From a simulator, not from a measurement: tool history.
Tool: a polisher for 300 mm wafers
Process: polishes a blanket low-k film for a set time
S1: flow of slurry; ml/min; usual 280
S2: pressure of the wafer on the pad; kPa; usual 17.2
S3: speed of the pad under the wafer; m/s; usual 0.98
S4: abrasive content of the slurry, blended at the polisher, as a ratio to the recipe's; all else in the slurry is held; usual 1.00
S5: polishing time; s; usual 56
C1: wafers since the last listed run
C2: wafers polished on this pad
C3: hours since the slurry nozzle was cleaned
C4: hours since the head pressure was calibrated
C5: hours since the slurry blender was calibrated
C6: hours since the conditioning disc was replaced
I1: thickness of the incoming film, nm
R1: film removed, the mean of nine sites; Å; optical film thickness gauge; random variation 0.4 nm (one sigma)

Run 1, hour 0.0: usual settings; C1 0; C2 1681; C3 408.2; C4 268.8; C5 152.4; C6 103.6; I1 699.9. Result: R1 330 Å.
Run 2, hour 28.3: usual settings; C1 296; C2 1978; C3 436.5; C4 297.1; C5 180.7; C6 131.9; I1 704.3. Result: R1 320 Å.
Run 3, hour 82.4: usual settings; C1 566; C2 2545; C3 490.6; C4 351.2; C5 234.8; C6 186.0; I1 699.4. Result: R1 331 Å.
At hour 104.8: worn pad replaced by a new one.
At hour 120.1: slurry blender recalibrated.
At hour 121.7: conditioning disc replaced and pad reconditioned.
Run 4, hour 137.7: usual settings; C1 500; C2 307; C3 545.9; C4 406.5; C5 17.6; C6 16.0; I1 710.8. Result: R1 328 Å.
Run 5, hour 163.4: usual settings but S1 335 ml/min, S3 0.90 m/s; C1 269; C2 576; C3 571.6; C4 432.2; C5 43.3; C6 41.7; I1 692.0. Result: R1 314 Å.
At hour 227.9: slurry nozzle cleaned.
Run 6, hour 229.1: usual settings but S4 0.85; C1 677; C2 1254; C3 1.2; C4 497.9; C5 109.0; C6 107.4; I1 698.4. Result: R1 290 Å.
At hour 268.2: head pressure recalibrated.
Run 7, hour 272.9: usual settings but S4 0.85; C1 437; C2 1692; C3 45.0; C4 4.7; C5 152.8; C6 151.2; I1 694.5. Result: R1 267 Å.
Run 8, hour 343.3: usual settings but S2 14.5 kPa; C1 737; C2 2429; C3 115.4; C4 75.1; C5 223.2; C6 221.6; I1 703.0. Result: R1 263 Å.
Run 9, hour 370.1: usual settings but S2 14.5 kPa; C1 280; C2 2710; C3 142.2; C4 101.9; C5 250.0; C6 248.4; I1 702.2. Result: R1 266 Å.
At hour 378.1: worn pad replaced by a new one.
Run 10, hour 394.2: usual settings; C1 210; C2 168; C3 166.3; C4 126.0; C5 274.1; C6 272.5; I1 707.5. Result: R1 317 Å.
At hour 406.3: slurry blender recalibrated.
At hour 407.1: conditioning disc replaced and pad reconditioned.
Run 11, hour 423.0: usual settings; C1 272; C2 441; C3 195.1; C4 154.8; C5 16.7; C6 15.9; I1 706.7. Result: R1 328 Å.
Run 12, hour 466.7: usual settings; C1 457; C2 899; C3 238.8; C4 198.5; C5 60.4; C6 59.6; I1 693.7. Result: R1 329 Å.
Run 13, hour 490.9: usual settings but S1 345 ml/min; C1 253; C2 1152; C3 263.0; C4 222.7; C5 84.6; C6 83.8; I1 704.5. Result: R1 340 Å.
Run 14, hour 528.2: usual settings; C1 390; C2 1543; C3 300.3; C4 260.0; C5 121.9; C6 121.1; I1 705.7. Result: R1 326 Å.
Run 15, hour 569.1: usual settings but S3 1.22 m/s; C1 428; C2 1972; C3 341.2; C4 300.9; C5 162.8; C6 162.0; I1 696.9. Result: R1 399 Å.
At hour 595.6: worn pad replaced by a new one.
Run 16, hour 640.8: usual settings but S1 310 ml/min, S3 1.20 m/s, S4 0.75, S5 71 s; C1 709; C2 473; C3 412.9; C4 372.6; C5 234.5; C6 233.7; I1 709.3. Result: R1 374 Å.
At hour 663.1: conditioning disc replaced and pad reconditioned.
At hour 689.7: slurry blender recalibrated.
Run 17, hour 692.0: usual settings; C1 494; C2 968; C3 464.1; C4 423.8; C5 2.3; C6 28.9; I1 708.2. Result: R1 329 Å.
Run 18, hour 758.4: usual settings; C1 695; C2 1663; C3 530.5; C4 490.2; C5 68.7; C6 95.3; I1 691.8. Result: R1 333 Å.
At hour 772.2: head pressure recalibrated.
At hour 811.6: slurry nozzle cleaned.
Run 19, hour 812.1: usual settings but S1 305 ml/min, S3 1.08 m/s, S5 70 s; C1 531; C2 2195; C3 0.5; C4 39.9; C5 122.4; C6 149.0; I1 700.3. Result: R1 417 Å.
Run 20, hour 864.8: usual settings but S3 0.86 m/s; C1 552; C2 2747; C3 53.2; C4 92.6; C5 175.1; C6 201.7; I1 706.1. Result: R1 278 Å.
At hour 873.1: worn pad replaced by a new one.
Run 21, hour 895.4: usual settings but S3 1.28 m/s, S5 42 s; C1 278; C2 234; C3 83.8; C4 123.2; C5 205.7; C6 232.3; I1 705.9. Result: R1 294 Å.
At hour 911.9: conditioning disc replaced and pad reconditioned.
Run 22, hour 949.7: usual settings but S1 215 ml/min, S2 14.5 kPa, S3 1.18 m/s, S5 37 s; C1 547; C2 781; C3 138.1; C4 177.5; C5 260.0; C6 37.8; I1 705.1. Result: R1 201 Å.
At hour 977.0: slurry blender recalibrated.
Run 23, hour 983.7: usual settings but S1 200 ml/min, S2 22.1 kPa; C1 335; C2 1117; C3 172.1; C4 211.5; C5 6.7; C6 71.8; I1 708.4. Result: R1 395 Å.
At hour 1150.0: worn pad replaced by a new one.
Run 24, hour 1182.3: usual settings but S3 1.28 m/s, S5 42 s; C1 2038; C2 338; C3 370.7; C4 410.1; C5 205.3; C6 270.4; I1 697.7. Result: R1 302 Å.
At hour 1189.6: conditioning disc replaced and pad reconditioned.
At hour 1203.3: slurry blender recalibrated.
Run 25, hour 1249.1: usual settings but S3 0.70 m/s; C1 657; C2 996; C3 437.5; C4 476.9; C5 45.8; C6 59.5; I1 705.5. Result: R1 254 Å.

What the log doesn't show, run by run:
removal rate lost through wear of the pad, %: 0 in every run
slurry flow missing at the pad, %: 0 in every run
abrasive missing from the slurry, %: 0 in every run
time polished since the conditioner stopped cutting, s: 0 in every run
H1: deviation of the head's pressure from its setpoint, %
run    H1
  1  7.77
  2  8.03
  3  8.42
  4   8.7
  5   8.8
  6     9
  7  1.56
  8   4.4
  9  5.19
 10  5.81
 11  6.44
 12   7.2
 13  7.54
 14  7.98
 15  8.36
 16  8.84
 17  9.07
 18  9.28
 19  1.06
 20  2.86
 21  3.67
 22  4.78
 23  5.32
 24  6.94
 25  7.18
